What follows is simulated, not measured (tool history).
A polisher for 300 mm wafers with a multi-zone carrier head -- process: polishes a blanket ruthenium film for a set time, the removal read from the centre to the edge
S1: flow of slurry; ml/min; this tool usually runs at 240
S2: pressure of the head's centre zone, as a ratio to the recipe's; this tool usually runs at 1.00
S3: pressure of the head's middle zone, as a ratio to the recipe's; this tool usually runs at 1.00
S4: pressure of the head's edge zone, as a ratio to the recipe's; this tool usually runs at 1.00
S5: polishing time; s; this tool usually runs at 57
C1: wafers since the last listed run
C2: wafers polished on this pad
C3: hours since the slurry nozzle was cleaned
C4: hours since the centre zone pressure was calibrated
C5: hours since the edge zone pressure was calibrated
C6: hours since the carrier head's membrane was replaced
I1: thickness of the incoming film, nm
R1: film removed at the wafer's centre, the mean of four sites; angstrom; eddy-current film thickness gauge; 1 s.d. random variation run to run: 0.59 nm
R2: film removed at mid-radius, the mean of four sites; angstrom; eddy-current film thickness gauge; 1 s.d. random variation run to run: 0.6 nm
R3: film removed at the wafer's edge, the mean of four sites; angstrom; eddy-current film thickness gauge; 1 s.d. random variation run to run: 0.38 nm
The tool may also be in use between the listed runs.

run 1 day=0.000 | S1=240 S2=1.00 S3=1.00 S4=1.00 S5=57 | C1=0 C2=855 C3=210.3 C4=110.8 C5=710.0 C6=2108.8 | I1=520.8 | R1=514 R2=540 R3=514
run 2 day=0.921 | S1=240 S2=1.00 S3=1.00 S4=1.00 S5=57 | C1=154 C2=1010 C3=232.4 C4=132.9 C5=732.1 C6=2130.9 | I1=513.8 | R1=508 R2=519 R3=500
run 3 day=1.558 | S1=240 S2=0.92 S3=0.92 S4=1.00 S5=57 | C1=107 C2=1117 C3=247.7 C4=148.2 C5=747.4 C6=2146.2 | I1=510.9 | R1=458 R2=481 R3=496
-- day=1.833 carrier head's membrane replaced by a new one
run 4 day=2.358 | S1=155 S2=1.00 S3=1.00 S4=1.00 S5=51 | C1=99 C2=1217 C3=266.9 C4=167.4 C5=766.6 C6=12.6 | I1=515.4 | R1=392 R2=414 R3=414
-- day=3.700 worn pad replaced by a new one
run 5 day=3.721 | S1=240 S2=0.91 S3=0.96 S4=1.00 S5=38 | C1=201 C2=3 C3=299.6 C4=200.1 C5=799.3 C6=45.3 | I1=516.2 | R1=325 R2=350 R3=358
-- day=4.333 edge zone pressure recalibrated
run 6 day=4.354 | S1=240 S2=1.00 S3=1.00 S4=1.00 S5=57 | C1=92 C2=96 C3=314.8 C4=215.3 C5=0.5 C6=60.5 | I1=521.2 | R1=530 R2=553 R3=536
run 7 day=5.325 | S1=240 S2=1.00 S3=1.12 S4=1.11 S5=57 | C1=163 C2=259 C3=338.1 C4=238.6 C5=23.8 C6=83.8 | I1=520.2 | R1=533 R2=606 R3=556
run 8 day=6.592 | S1=240 S2=1.00 S3=1.00 S4=1.00 S5=57 | C1=212 C2=472 C3=368.5 C4=269.0 C5=54.2 C6=114.2 | I1=527.9 | R1=541 R2=536 R3=522
run 9 day=7.192 | S1=240 S2=1.00 S3=1.00 S4=1.00 S5=57 | C1=100 C2=573 C3=382.9 C4=283.4 C5=68.6 C6=128.6 | I1=512.4 | R1=513 R2=544 R3=519
run 10 day=7.792 | S1=200 S2=1.00 S3=1.00 S4=1.03 S5=57 | C1=100 C2=673 C3=397.3 C4=297.8 C5=83.0 C6=143.0 | I1=514.3 | R1=509 R2=521 R3=519
run 11 day=8.992 | S1=240 S2=1.00 S3=1.00 S4=1.00 S5=65 | C1=201 C2=875 C3=426.1 C4=326.6 C5=111.8 C6=171.8 | I1=525.4 | R1=574 R2=595 R3=585
run 12 day=10.004 | S1=240 S2=1.00 S3=0.90 S4=1.00 S5=70 | C1=170 C2=1045 C3=450.4 C4=350.9 C5=136.1 C6=196.1 | I1=527.8 | R1=607 R2=569 R3=604
-- day=11.262 worn pad replaced by a new one
run 13 day=11.283 | S1=240 S2=1.00 S3=1.00 S4=1.00 S5=57 | C1=187 C2=3 C3=481.1 C4=381.6 C5=166.8 C6=226.8 | I1=511.7 | R1=533 R2=563 R3=543
-- day=13.212 slurry nozzle cleaned
run 14 day=14.500 | S1=240 S2=1.00 S3=1.00 S4=1.00 S5=57 | C1=533 C2=537 C3=30.9 C4=458.8 C5=244.0 C6=304.0 | I1=516.4 | R1=535 R2=549 R3=528
run 15 day=15.025 | S1=265 S2=1.00 S3=1.00 S4=0.94 S5=63 | C1=88 C2=625 C3=43.5 C4=471.4 C5=256.6 C6=316.6 | I1=514.0 | R1=595 R2=607 R3=572
run 16 day=15.733 | S1=160 S2=1.00 S3=0.93 S4=1.00 S5=47 | C1=119 C2=744 C3=60.5 C4=488.4 C5=273.6 C6=333.6 | I1=514.7 | R1=399 R2=388 R3=411
run 17 day=16.633 | S1=170 S2=1.00 S3=1.00 S4=1.03 S5=68 | C1=151 C2=895 C3=82.1 C4=510.0 C5=295.2 C6=355.2 | I1=515.4 | R1=570 R2=586 R3=594
run 18 day=17.767 | S1=240 S2=1.00 S3=1.00 S4=1.00 S5=57 | C1=190 C2=1086 C3=109.3 C4=537.2 C5=322.4 C6=382.4 | I1=510.8 | R1=497 R2=524 R3=502
run 19 day=19.112 | S1=240 S2=1.11 S3=0.96 S4=1.03 S5=57 | C1=226 C2=1312 C3=141.6 C4=569.5 C5=354.7 C6=414.7 | I1=521.8 | R1=548 R2=474 R3=482
-- day=19.429 worn pad replaced by a new one
run 20 day=19.979 | S1=240 S2=0.94 S3=0.94 S4=0.93 S5=37 | C1=117 C2=92 C3=162.4 C4=590.3 C5=375.5 C6=435.5 | I1=509.6 | R1=329 R2=342 R3=341
run 21 day=20.608 | S1=240 S2=1.00 S3=1.00 S4=1.00 S5=57 | C1=105 C2=198 C3=177.5 C4=605.4 C5=390.6 C6=450.6 | I1=514.1 | R1=547 R2=552 R3=543
run 22 day=21.700 | S1=240 S2=1.00 S3=1.00 S4=1.00 S5=57 | C1=183 C2=381 C3=203.7 C4=631.6 C5=416.8 C6=476.8 | I1=518.0 | R1=538 R2=551 R3=539
run 23 day=22.504 | S1=280 S2=1.00 S3=1.00 S4=1.00 S5=50 | C1=135 C2=516 C3=223.0 C4=650.9 C5=436.1 C6=496.1 | I1=520.2 | R1=475 R2=489 R3=479

For each run, the measured value with the value that run would have given without the tool's hidden condition subtracted. The run-to-run variation is shared by both, the gauge scatter possibly not:
What the log doesn't record here: removal rate lost through wear of the pad, %; slurry flow missing at the pad, %; deviation of the centre zone's pressure from its setpoint, %; deviation of the edge zone's pressure from its setpoint, %.
run=1 R1=-30 R2=-31 R3=-30
run=2 R1=-41 R2=-42 R3=-40
run=3 R1=-45 R2=-47 R3=-49
run=4 R1=-49 R2=-52 R3=-51
run=5 R1=-5 R2=-6 R3=-5
run=6 R1=-9 R2=-9 R3=-8
run=7 R1=-11 R2=-13 R3=-12
run=8 R1=-18 R2=-17 R3=-17
run=9 R1=-21 R2=-21 R3=-21
run=10 R1=-25 R2=-26 R3=-26
run=11 R1=-42 R2=-43 R3=-42
run=12 R1=-59 R2=-56 R3=-59
run=13 R1=+0 R2=+0 R3=+0
run=14 R1=-11 R2=-11 R3=-11
run=15 R1=-16 R2=-16 R3=-16
run=16 R1=-16 R2=-15 R3=-16
run=17 R1=-33 R2=-34 R3=-34
run=18 R1=-43 R2=-45 R3=-43
run=19 R1=-71 R2=-62 R3=-63
run=20 R1=-2 R2=-2 R3=-1
run=21 R1=-3 R2=-4 R3=-4
run=22 R1=-7 R2=-8 R3=-7
run=23 R1=-11 R2=-11 R3=-11

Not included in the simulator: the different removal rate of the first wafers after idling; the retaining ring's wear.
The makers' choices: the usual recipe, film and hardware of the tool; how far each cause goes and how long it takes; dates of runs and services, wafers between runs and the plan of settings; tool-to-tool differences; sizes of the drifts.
